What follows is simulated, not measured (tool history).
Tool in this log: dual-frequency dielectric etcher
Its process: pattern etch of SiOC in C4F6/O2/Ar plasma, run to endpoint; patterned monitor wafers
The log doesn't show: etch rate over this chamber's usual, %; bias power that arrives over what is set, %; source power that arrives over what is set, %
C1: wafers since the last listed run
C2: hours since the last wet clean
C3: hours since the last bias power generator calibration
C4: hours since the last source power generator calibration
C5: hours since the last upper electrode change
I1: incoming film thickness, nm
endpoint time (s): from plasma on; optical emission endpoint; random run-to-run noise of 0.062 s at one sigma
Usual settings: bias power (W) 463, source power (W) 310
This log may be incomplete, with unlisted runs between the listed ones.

{"run": 1, "hour": 0.0, "bias power (W)": 414, "source power (W)": 310, "C1": 0, "C2": 545.9, "C3": 4040.1, "C4": 3174.4, "C5": 5690.1, "I1": 48.18, "endpoint time (s)": 21.3}
{"run": 2, "hour": 17.1, "bias power (W)": 414, "source power (W)": 310, "C1": 204, "C2": 563.0, "C3": 4057.2, "C4": 3191.5, "C5": 5707.2, "I1": 48.0, "endpoint time (s)": 21.5}
{"hour": 53.7, "done": "source power generator calibrated"}
{"hour": 57.9, "done": "wet clean of the chamber"}
{"run": 3, "hour": 58.4, "bias power (W)": 500, "source power (W)": 310, "C1": 396, "C2": 0.5, "C3": 4098.5, "C4": 4.7, "C5": 5748.5, "I1": 48.03, "endpoint time (s)": 19.2}
{"run": 4, "hour": 58.8, "bias power (W)": 463, "source power (W)": 310, "C1": 4, "C2": 0.9, "C3": 4098.9, "C4": 5.1, "C5": 5748.9, "I1": 48.02, "endpoint time (s)": 19.7}
{"run": 5, "hour": 59.9, "bias power (W)": 463, "source power (W)": 310, "C1": 13, "C2": 2.0, "C3": 4100.0, "C4": 6.2, "C5": 5750.0, "I1": 47.9, "endpoint time (s)": 19.7}
{"run": 6, "hour": 70.8, "bias power (W)": 463, "source power (W)": 310, "C1": 130, "C2": 12.9, "C3": 4110.9, "C4": 17.1, "C5": 5760.9, "I1": 48.21, "endpoint time (s)": 19.8}
{"run": 7, "hour": 78.0, "bias power (W)": 463, "source power (W)": 310, "C1": 86, "C2": 20.1, "C3": 4118.1, "C4": 24.3, "C5": 5768.1, "I1": 48.38, "endpoint time (s)": 19.8}
{"hour": 82.3, "done": "bias power generator calibrated"}
{"run": 8, "hour": 85.6, "bias power (W)": 529, "source power (W)": 290, "C1": 43, "C2": 27.7, "C3": 3.3, "C4": 31.9, "C5": 5775.7, "I1": 48.57, "endpoint time (s)": 19.6}
{"hour": 117.6, "done": "upper electrode replaced, of another model than before"}
{"run": 9, "hour": 118.1, "bias power (W)": 381, "source power (W)": 240, "C1": 101, "C2": 60.2, "C3": 35.8, "C4": 64.4, "C5": 0.5, "I1": 48.88, "endpoint time (s)": 21.9}
{"run": 10, "hour": 118.4, "bias power (W)": 379, "source power (W)": 310, "C1": 3, "C2": 60.5, "C3": 36.1, "C4": 64.7, "C5": 0.8, "I1": 47.88, "endpoint time (s)": 20.6}
{"run": 11, "hour": 118.7, "bias power (W)": 463, "source power (W)": 310, "C1": 3, "C2": 60.8, "C3": 36.4, "C4": 65.0, "C5": 1.1, "I1": 48.22, "endpoint time (s)": 19.8}
{"run": 12, "hour": 131.1, "bias power (W)": 348, "source power (W)": 340, "C1": 148, "C2": 73.2, "C3": 48.8, "C4": 77.4, "C5": 13.5, "I1": 48.1, "endpoint time (s)": 20.7}
{"run": 13, "hour": 139.7, "bias power (W)": 463, "source power (W)": 310, "C1": 102, "C2": 81.8, "C3": 57.4, "C4": 86.0, "C5": 22.1, "I1": 48.4, "endpoint time (s)": 20.0}
{"run": 14, "hour": 156.8, "bias power (W)": 379, "source power (W)": 310, "C1": 204, "C2": 98.9, "C3": 74.5, "C4": 103.1, "C5": 39.2, "I1": 48.31, "endpoint time (s)": 20.8}

Consider 3 possible next runs. They are alternatives, not a sequence: every one starts from the tool as it was left by run 14. What does each give?
{"run": "A", "hour": 157.2, "bias power (W)": 463, "source power (W)": 310, "C1": 4, "C2": 99.3, "C3": 74.9, "C4": 103.5, "C5": 39.6, "I1": 48.18, "endpoint time (s)": "?"}
{"run": "B", "hour": 157.2, "bias power (W)": 552, "source power (W)": 380, "C1": 4, "C2": 99.3, "C3": 74.9, "C4": 103.5, "C5": 39.6, "I1": 48.18, "endpoint time (s)": "?"}
{"run": "C", "hour": 157.2, "bias power (W)": 415, "source power (W)": 250, "C1": 4, "C2": 99.3, "C3": 74.9, "C4": 103.5, "C5": 39.6, "I1": 48.18, "endpoint time (s)": "?"}

run=A endpoint_time_(s)=20.1
run=B endpoint_time_(s)=18.5
run=C endpoint_time_(s)=21.3
Take away the tool's hidden state, keep each run's random variation, and the runs would have read:
run=A endpoint_time_(s)=19.8
run=B endpoint_time_(s)=18.3
run=C endpoint_time_(s)=21.1
